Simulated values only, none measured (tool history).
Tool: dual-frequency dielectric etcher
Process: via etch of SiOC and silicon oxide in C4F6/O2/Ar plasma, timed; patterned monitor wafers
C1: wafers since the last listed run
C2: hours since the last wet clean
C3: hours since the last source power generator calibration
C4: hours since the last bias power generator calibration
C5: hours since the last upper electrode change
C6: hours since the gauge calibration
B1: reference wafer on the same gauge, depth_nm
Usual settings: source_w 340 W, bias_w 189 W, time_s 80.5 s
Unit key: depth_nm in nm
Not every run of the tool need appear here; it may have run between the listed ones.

{"run": 1, "day": 0.0, "source_w": 340, "bias_w": 199, "time_s": 80.5, "C1": 0, "C2": 433.1, "C3": 3279.9, "C4": 2316.8, "C5": 5395.1, "C6": 261.2, "B1": 85.6, "depth_nm": 88.4}
{"run": 2, "day": 0.483, "source_w": 340, "bias_w": 189, "time_s": 73.0, "C1": 97, "C2": 444.7, "C3": 3291.5, "C4": 2328.4, "C5": 5406.7, "C6": 272.8, "B1": 85.6, "depth_nm": 78.9}
{"run": 3, "day": 0.85, "source_w": 310, "bias_w": 189, "time_s": 80.5, "C1": 73, "C2": 453.5, "C3": 3300.3, "C4": 2337.2, "C5": 5415.5, "C6": 281.6, "B1": 85.7, "depth_nm": 82.8}
{"run": 4, "day": 1.242, "source_w": 310, "bias_w": 189, "time_s": 80.5, "C1": 78, "C2": 462.9, "C3": 3309.7, "C4": 2346.6, "C5": 5424.9, "C6": 291.0, "B1": 85.7, "depth_nm": 82.2}
{"run": 5, "day": 1.533, "source_w": 310, "bias_w": 189, "time_s": 80.5, "C1": 58, "C2": 469.9, "C3": 3316.7, "C4": 2353.6, "C5": 5431.9, "C6": 298.0, "B1": 85.7, "depth_nm": 83.0}
{"run": 6, "day": 2.271, "source_w": 340, "bias_w": 168, "time_s": 80.5, "C1": 148, "C2": 487.6, "C3": 3334.4, "C4": 2371.3, "C5": 5449.6, "C6": 315.7, "B1": 85.7, "depth_nm": 83.4}
{"run": 7, "day": 2.592, "source_w": 340, "bias_w": 154, "time_s": 80.5, "C1": 64, "C2": 495.3, "C3": 3342.1, "C4": 2379.0, "C5": 5457.3, "C6": 323.4, "B1": 85.8, "depth_nm": 81.4}
{"run": 8, "day": 3.292, "source_w": 340, "bias_w": 154, "time_s": 80.5, "C1": 140, "C2": 512.1, "C3": 3358.9, "C4": 2395.8, "C5": 5474.1, "C6": 340.2, "B1": 85.7, "depth_nm": 81.5}
{"run": 9, "day": 3.908, "source_w": 340, "bias_w": 170, "time_s": 80.5, "C1": 123, "C2": 526.9, "C3": 3373.7, "C4": 2410.6, "C5": 5488.9, "C6": 355.0, "B1": 85.8, "depth_nm": 84.6}
{"run": 10, "day": 4.358, "source_w": 340, "bias_w": 170, "time_s": 80.5, "C1": 90, "C2": 537.7, "C3": 3384.5, "C4": 2421.4, "C5": 5499.7, "C6": 365.8, "B1": 85.8, "depth_nm": 84.9}
{"day": 4.596, "done": "gauge calibrated"}
{"day": 5.658, "done": "wet clean of the chamber"}
{"run": 11, "day": 5.679, "source_w": 340, "bias_w": 189, "time_s": 80.5, "C1": 64, "C2": 0.5, "C3": 3416.2, "C4": 2453.1, "C5": 5531.4, "C6": 26.0, "B1": 85.7, "depth_nm": 84.0}
{"run": 12, "day": 6.925, "source_w": 340, "bias_w": 189, "time_s": 80.5, "C1": 250, "C2": 30.4, "C3": 3446.1, "C4": 2483.0, "C5": 5561.3, "C6": 55.9, "B1": 85.7, "depth_nm": 85.0}
{"day": 7.308, "done": "source power generator calibrated"}
{"day": 7.771, "done": "bias power generator calibrated"}
{"day": 8.121, "done": "upper electrode replaced"}
{"run": 13, "day": 8.142, "source_w": 340, "bias_w": 189, "time_s": 80.5, "C1": 106, "C2": 59.6, "C3": 20.0, "C4": 8.9, "C5": 0.5, "C6": 85.1, "B1": 85.7, "depth_nm": 86.0}
{"run": 14, "day": 8.158, "source_w": 340, "bias_w": 189, "time_s": 80.5, "C1": 3, "C2": 60.0, "C3": 20.4, "C4": 9.3, "C5": 0.9, "C6": 85.5, "B1": 85.7, "depth_nm": 85.0}
{"run": 15, "day": 8.438, "source_w": 420, "bias_w": 150, "time_s": 80.5, "C1": 56, "C2": 66.7, "C3": 27.1, "C4": 16.0, "C5": 7.6, "C6": 92.2, "B1": 85.7, "depth_nm": 88.0}
{"run": 16, "day": 9.0, "source_w": 340, "bias_w": 189, "time_s": 80.5, "C1": 113, "C2": 80.2, "C3": 40.6, "C4": 29.5, "C5": 21.1, "C6": 105.7, "B1": 85.7, "depth_nm": 85.1}
{"run": 17, "day": 9.5, "source_w": 370, "bias_w": 211, "time_s": 72.5, "C1": 100, "C2": 92.2, "C3": 52.6, "C4": 41.5, "C5": 33.1, "C6": 117.7, "B1": 85.7, "depth_nm": 82.9}
{"run": 18, "day": 10.046, "source_w": 340, "bias_w": 189, "time_s": 80.5, "C1": 109, "C2": 105.3, "C3": 65.7, "C4": 54.6, "C5": 46.2, "C6": 130.8, "B1": 85.7, "depth_nm": 85.3}
{"run": 19, "day": 10.438, "source_w": 370, "bias_w": 226, "time_s": 72.5, "C1": 78, "C2": 114.7, "C3": 75.1, "C4": 64.0, "C5": 55.6, "C6": 140.2, "B1": 85.6, "depth_nm": 85.9}
{"run": 20, "day": 10.762, "source_w": 340, "bias_w": 189, "time_s": 80.5, "C1": 65, "C2": 122.5, "C3": 82.9, "C4": 71.8, "C5": 63.4, "C6": 148.0, "B1": 85.7, "depth_nm": 85.1}
{"run": 21, "day": 11.229, "source_w": 340, "bias_w": 189, "time_s": 69.0, "C1": 93, "C2": 133.7, "C3": 94.1, "C4": 83.0, "C5": 74.6, "C6": 159.2, "B1": 85.7, "depth_nm": 73.2}
{"run": 22, "day": 11.888, "source_w": 340, "bias_w": 189, "time_s": 80.5, "C1": 132, "C2": 149.5, "C3": 109.9, "C4": 98.8, "C5": 90.4, "C6": 175.0, "B1": 85.7, "depth_nm": 86.0}
{"run": 23, "day": 12.383, "source_w": 340, "bias_w": 189, "time_s": 65.0, "C1": 99, "C2": 161.4, "C3": 121.8, "C4": 110.7, "C5": 102.3, "C6": 186.9, "B1": 85.7, "depth_nm": 68.8}
{"run": 24, "day": 12.704, "source_w": 340, "bias_w": 189, "time_s": 80.5, "C1": 64, "C2": 169.1, "C3": 129.5, "C4": 118.4, "C5": 110.0, "C6": 194.6, "B1": 85.7, "depth_nm": 85.9}
{"run": 25, "day": 13.088, "source_w": 290, "bias_w": 226, "time_s": 69.5, "C1": 77, "C2": 178.3, "C3": 138.7, "C4": 127.6, "C5": 119.2, "C6": 203.8, "B1": 85.7, "depth_nm": 72.6}
{"run": 26, "day": 13.721, "source_w": 310, "bias_w": 189, "time_s": 80.5, "C1": 127, "C2": 193.5, "C3": 153.9, "C4": 142.8, "C5": 134.4, "C6": 219.0, "B1": 85.7, "depth_nm": 82.0}
{"run": 27, "day": 14.133, "source_w": 370, "bias_w": 224, "time_s": 80.5, "C1": 82, "C2": 203.4, "C3": 163.8, "C4": 152.7, "C5": 144.3, "C6": 228.9, "B1": 85.7, "depth_nm": 94.7}
{"run": 28, "day": 14.512, "source_w": 270, "bias_w": 189, "time_s": 86.5, "C1": 76, "C2": 212.5, "C3": 172.9, "C4": 161.8, "C5": 153.4, "C6": 238.0, "B1": 85.8, "depth_nm": 81.6}
{"run": 29, "day": 14.925, "source_w": 340, "bias_w": 189, "time_s": 80.5, "C1": 82, "C2": 222.4, "C3": 182.8, "C4": 171.7, "C5": 163.3, "C6": 247.9, "B1": 85.7, "depth_nm": 85.2}
{"run": 30, "day": 15.283, "source_w": 420, "bias_w": 174, "time_s": 98.0, "C1": 72, "C2": 231.0, "C3": 191.4, "C4": 180.3, "C5": 171.9, "C6": 256.5, "B1": 85.7, "depth_nm": 113.5}

Hidden condition of the tool, last listed run before each entry between runs versus first listed run after:
Logged between run 10 and run 11: gauge calibrated (day 4.596); wet clean of the chamber (day 5.658)
  etch rate over this chamber's usual, %: 2.83 -> 0.184
  measured less the result without the state, depth_nm: +2.4 -> +0.1 nm
Logged between run 12 and run 13: source power generator calibrated (day 7.308); bias power generator calibrated (day 7.771); upper electrode replaced (day 8.121)
  etch rate over this chamber's usual, %: 0.341 -> 0.495
  measured less the result without the state, depth_nm: +0.3 -> +0.4 nm
